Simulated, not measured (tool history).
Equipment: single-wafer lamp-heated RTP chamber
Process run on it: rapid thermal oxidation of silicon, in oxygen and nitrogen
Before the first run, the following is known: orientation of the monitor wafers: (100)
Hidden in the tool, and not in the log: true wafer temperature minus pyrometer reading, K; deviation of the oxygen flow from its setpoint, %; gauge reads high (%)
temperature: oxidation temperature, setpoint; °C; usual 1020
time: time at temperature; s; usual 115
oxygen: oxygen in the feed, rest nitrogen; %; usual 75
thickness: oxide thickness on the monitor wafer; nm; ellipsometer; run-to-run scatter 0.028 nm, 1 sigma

run,hour,temperature,time,oxygen,wafers since the last listed run,wafers since the last pyrometer calibration,hours since the oxygen flow controller was replaced,hours since the gauge calibration,"read-back reference wafer on the same gauge, thickness",thickness
1,0,1020,95,75,0,6807,1515.8,73.1,8.689,7.772
2,45.2,1020,95,75,538,7345,1561,118.3,8.693,7.766
# hour 66.1: pyrometer window cleaned and pyrometer calibrated
3,131.4,1020,95,75,932,778,1647.2,204.5,8.688,7.61
4,201.1,1029,115,75,830,1608,1716.9,274.2,8.689,8.85
5,257.1,1029,115,75,667,2276,1772.9,330.2,8.692,8.895
6,294.6,1020,115,75,446,2723,1810.4,367.7,8.691,8.311
7,369.7,1020,115,75,895,3618,1885.5,442.8,8.688,8.338
8,407.3,1029,153,62,448,4066,1923.1,480.4,8.691,9.46
# hour 451.4: gauge calibrated
9,511.1,1034,58,89,1237,5303,2026.9,59.7,8.693,7.234
# hour 554.4: oxygen flow controller replaced
10,582.6,1020,115,75,756,6060,28.2,131.2,8.69,8.403
# hour 684: pyrometer window cleaned and pyrometer calibrated
11,684.5,1020,81,75,1119,6,130.1,233.1,8.685,7.011
12,762,1003,59,97,923,929,207.6,310.6,8.689,5.962
13,844.2,1031,80,48,979,1909,289.8,392.8,8.688,6.514
14,894.3,1020,115,75,597,2506,339.9,442.9,8.691,8.33
15,980.5,993,115,75,1027,3534,426.1,529.1,8.694,6.85

Here are 3 independent what-if runs from the current tool condition. What would each one return?
A,980.9,1020,115,75,4,3538,426.5,529.5,?,?
B,980.9,1046,131,62,4,3538,426.5,529.5,?,?
C,980.9,1040,166,75,4,3538,426.5,529.5,?,?

run,"read-back reference wafer on the same gauge, thickness",thickness
A,8.686,8.346
B,8.686,9.939
C,8.686,11.409
With no hidden state in the tool, these same runs would have given:
run,thickness
A,8.221
B,9.796
C,11.242
